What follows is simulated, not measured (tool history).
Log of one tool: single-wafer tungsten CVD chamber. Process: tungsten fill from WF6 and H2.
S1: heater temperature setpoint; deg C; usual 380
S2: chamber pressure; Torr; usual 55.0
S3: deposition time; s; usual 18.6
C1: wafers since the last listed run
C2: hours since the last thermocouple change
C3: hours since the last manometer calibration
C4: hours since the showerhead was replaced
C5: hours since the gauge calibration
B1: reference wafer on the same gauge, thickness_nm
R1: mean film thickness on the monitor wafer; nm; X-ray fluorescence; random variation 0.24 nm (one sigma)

| run | hour | S1 | S2 | S3 | C1 | C2 | C3 | C4 | C5 | B1 | R1 |
|---|---|---|---|---|---|---|---|---|---|---|---|
| 1 | 0.0 | 380 | 50.3 | 18.6 | 0 | 1607.5 | 787.5 | 4122.3 | 55.0 | 39.791 | 56.586 |
| 2 | 14.7 | 380 | 50.3 | 18.6 | 373 | 1622.2 | 802.2 | 4137.0 | 69.7 | 39.882 | 55.849 |
| 3 | 32.0 | 380 | 50.3 | 18.6 | 439 | 1639.5 | 819.5 | 4154.3 | 87.0 | 39.776 | 56.217 |
| 4 | 46.8 | 380 | 55.0 | 18.6 | 376 | 1654.3 | 834.3 | 4169.1 | 101.8 | 39.872 | 57.939 |
| 5 | 62.9 | 380 | 47.6 | 18.6 | 409 | 1670.4 | 850.4 | 4185.2 | 117.9 | 39.805 | 55.721 |
| 6 | 82.2 | 380 | 47.6 | 18.6 | 490 | 1689.7 | 869.7 | 4204.5 | 137.2 | 39.836 | 55.871 |
| 7 | 99.2 | 380 | 47.6 | 18.6 | 432 | 1706.7 | 886.7 | 4221.5 | 154.2 | 39.827 | 55.606 |
| 8 | 111.9 | 373 | 55.0 | 18.6 | 322 | 1719.4 | 899.4 | 4234.2 | 166.9 | 39.785 | 49.467 |
| 9 | 125.1 | 373 | 55.0 | 18.6 | 335 | 1732.6 | 912.6 | 4247.4 | 180.1 | 39.851 | 49.605 |
|  | 156.5 | thermocouple changed; heater temperature recalibrated |
| 10 | 159.9 | 371 | 55.0 | 21.1 | 681 | 3.4 | 947.4 | 4282.2 | 214.9 | 39.850 | 44.431 |
| 11 | 176.6 | 371 | 55.0 | 21.1 | 424 | 20.1 | 964.1 | 4298.9 | 231.6 | 39.783 | 44.444 |
| 12 | 186.3 | 371 | 55.0 | 21.1 | 246 | 29.8 | 973.8 | 4308.6 | 241.3 | 39.816 | 44.746 |
| 13 | 192.9 | 380 | 55.0 | 20.8 | 167 | 36.4 | 980.4 | 4315.2 | 247.9 | 39.792 | 54.703 |
| 14 | 210.7 | 380 | 55.0 | 20.8 | 452 | 54.2 | 998.2 | 4333.0 | 265.7 | 39.827 | 54.929 |
| 15 | 221.0 | 380 | 55.0 | 19.5 | 261 | 64.5 | 1008.5 | 4343.3 | 276.0 | 39.874 | 50.970 |
| 16 | 235.1 | 380 | 66.3 | 20.2 | 358 | 78.6 | 1022.6 | 4357.4 | 290.1 | 39.783 | 55.560 |
| 17 | 246.6 | 374 | 49.9 | 20.0 | 292 | 90.1 | 1034.1 | 4368.9 | 301.6 | 39.755 | 44.750 |
|  | 255.7 | capacitance manometer re-zeroed and calibrated |
| 18 | 259.1 | 380 | 55.0 | 18.6 | 114 | 102.6 | 3.4 | 4381.4 | 314.1 | 39.842 | 48.867 |
|  | 276.2 | gauge calibrated |
|  | 278.6 | showerhead replaced, of another model than before |
| 19 | 279.1 | 380 | 55.0 | 15.9 | 304 | 122.6 | 23.4 | 0.5 | 2.9 | 39.826 | 41.694 |
| 20 | 288.5 | 390 | 49.1 | 21.6 | 238 | 132.0 | 32.8 | 9.9 | 12.3 | 39.790 | 70.371 |
| 21 | 302.2 | 384 | 48.2 | 18.6 | 348 | 145.7 | 46.5 | 23.6 | 26.0 | 39.773 | 52.776 |
| 22 | 315.2 | 380 | 45.9 | 17.3 | 330 | 158.7 | 59.5 | 36.6 | 39.0 | 39.804 | 44.365 |
| 23 | 327.9 | 380 | 55.0 | 18.6 | 322 | 171.4 | 72.2 | 49.3 | 51.7 | 39.704 | 49.238 |
| 24 | 334.9 | 380 | 42.1 | 18.6 | 177 | 178.4 | 79.2 | 56.3 | 58.7 | 39.843 | 47.225 |
| 25 | 343.8 | 393 | 48.0 | 18.6 | 226 | 187.3 | 88.1 | 65.2 | 67.6 | 39.866 | 64.923 |
| 26 | 354.4 | 369 | 55.0 | 17.3 | 269 | 197.9 | 98.7 | 75.8 | 78.2 | 39.817 | 35.418 |
| 27 | 364.6 | 380 | 55.0 | 18.6 | 259 | 208.1 | 108.9 | 86.0 | 88.4 | 39.805 | 49.353 |
| 28 | 381.5 | 380 | 55.0 | 18.6 | 429 | 225.0 | 125.8 | 102.9 | 105.3 | 39.715 | 49.861 |
| 29 | 396.9 | 380 | 59.8 | 18.6 | 391 | 240.4 | 141.2 | 118.3 | 120.7 | 39.811 | 50.432 |

5 ways to go on from here, each from the tool as it stands after run 29. What would each give?
| A | 397.3 | 372 | 55.0 | 18.6 | 10 | 240.8 | 141.6 | 118.7 | 121.1 | ? | ? |
| B | 397.3 | 380 | 63.0 | 18.6 | 10 | 240.8 | 141.6 | 118.7 | 121.1 | ? | ? |
| C | 397.3 | 388 | 47.4 | 19.9 | 10 | 240.8 | 141.6 | 118.7 | 121.1 | ? | ? |
| D | 397.3 | 386 | 55.0 | 19.9 | 10 | 240.8 | 141.6 | 118.7 | 121.1 | ? | ? |
| E | 397.3 | 386 | 55.0 | 17.5 | 10 | 240.8 | 141.6 | 118.7 | 121.1 | ? | ? |

| run | B1 | R1 |
|---|---|---|
| A | 39.791 | 41.249 |
| B | 39.791 | 50.875 |
| C | 39.791 | 62.528 |
| D | 39.791 | 61.074 |
| E | 39.791 | 53.678 |
Without the tool's hidden state the same runs would have given:
| run | R1 |
|---|---|
| A | 40.911 |
| B | 50.474 |
| C | 62.048 |
| D | 60.603 |
| E | 53.264 |
